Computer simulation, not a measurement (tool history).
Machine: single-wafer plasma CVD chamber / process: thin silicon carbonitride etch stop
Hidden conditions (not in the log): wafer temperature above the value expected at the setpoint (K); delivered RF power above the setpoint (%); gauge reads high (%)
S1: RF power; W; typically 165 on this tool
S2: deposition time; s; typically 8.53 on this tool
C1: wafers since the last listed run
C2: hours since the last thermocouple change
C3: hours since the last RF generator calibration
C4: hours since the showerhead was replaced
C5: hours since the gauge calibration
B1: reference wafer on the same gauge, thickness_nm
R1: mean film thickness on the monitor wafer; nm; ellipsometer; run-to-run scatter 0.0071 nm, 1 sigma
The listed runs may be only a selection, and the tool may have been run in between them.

run     day   S1     S2    C1      C2      C3      C4     C5     B1     R1
  1   0.000  165   8.53     0   973.2  1944.6  4095.7  163.1  3.671  4.342
  2   1.217  165   8.53  1199  1002.4  1973.8  4124.9  192.3  3.670  4.353
  3   2.217  165   8.53   985  1026.4  1997.8  4148.9  216.3  3.672  4.336
  4   3.658  165   8.53  1421  1061.0  2032.4  4183.5  250.9  3.673  4.341
  5   4.829  175   8.53  1154  1089.1  2060.5  4211.6  279.0  3.668  4.405
  6   5.667  165   8.53   825  1109.2  2080.6  4231.7  299.1  3.670  4.345
  7   6.729  165   8.53  1047  1134.7  2106.1  4257.2  324.6  3.671  4.330
  8   7.379  165   7.82   640  1150.3  2121.7  4272.8  340.2  3.668  3.972
  9   8.054  165   7.82   665  1166.5  2137.9  4289.0  356.4  3.670  3.971
 10   9.508  165   7.51  1433  1201.4  2172.8  4323.9  391.3  3.671  3.816
 11  10.612  165   7.51  1088  1227.9  2199.3  4350.4  417.8  3.672  3.825
 12  11.992  165   7.52  1359  1261.0  2232.4  4383.5  450.9  3.670  3.836
 13  13.021  165   7.52  1014  1285.7  2257.1  4408.2  475.6  3.667  3.820
 14  13.767  130  10.17   735  1303.6  2275.0  4426.1  493.5  3.671  4.863
 15  14.504  195   8.53   727  1321.3  2292.7  4443.8  511.2  3.673  4.532
     17.004  -- RF generator calibrated
     17.708  -- thermocouple changed; heater temperature recalibrated
 16  18.208  185   9.78  2994    12.0    28.9  4532.7  600.1  3.670  5.219
 17  18.754  180   7.55   538    25.1    42.0  4545.8  613.2  3.671  4.003
     21.717  -- showerhead replaced, of another model than before
 18  22.992  175   9.57  3849   126.8   143.7    30.6  714.9  3.668  5.064
 19  24.054  180   8.53  1047   152.3   169.2    56.1  740.4  3.669  4.553
 20  25.396  165   8.53  1322   184.5   201.4    88.3  772.6  3.671  4.386
     25.400  -- gauge calibrated
 21  26.383  140   7.25   973   208.2   225.1   112.0   23.6  3.670  3.454
 22  26.896  140   9.29   505   220.5   237.4   124.3   35.9  3.669  4.411
 23  27.658  165   7.82   751   238.8   255.7   142.6   54.2  3.670  4.014
 24  30.233  195   8.53  2538   300.6   317.5   204.4  116.0  3.671  4.684
 25  31.688  155   7.43  1433   335.5   352.4   239.3  150.9  3.671  3.698
 26  33.112  185  10.07  1405   369.7   386.6   273.5  185.1  3.668  5.412
 27  34.417  180   7.55  1285   401.0   417.9   304.8  216.4  3.672  4.003

State the hidden condition of the tool at each of the runs:
wafer temperature above the value expected at the setpoint (K): 0, the same for each run
gauge reads high (%): 0, the same for each run
H1: delivered RF power above the setpoint (%)
run      H1
  1   -8.13
  2   -8.15
  3   -8.17
  4   -8.19
  5   -8.21
  6   -8.22
  7   -8.24
  8   -8.25
  9   -8.26
 10   -8.28
 11   -8.29
 12   -8.31
 13   -8.32
 14   -8.33
 15   -8.34
 16  -0.589
 17  -0.738
 18    -1.8
 19   -2.04
 20   -2.34
 21   -2.55
 22   -2.65
 23   -2.81
 24    -3.3
 25   -3.56
 26    -3.8
 27   -4.01

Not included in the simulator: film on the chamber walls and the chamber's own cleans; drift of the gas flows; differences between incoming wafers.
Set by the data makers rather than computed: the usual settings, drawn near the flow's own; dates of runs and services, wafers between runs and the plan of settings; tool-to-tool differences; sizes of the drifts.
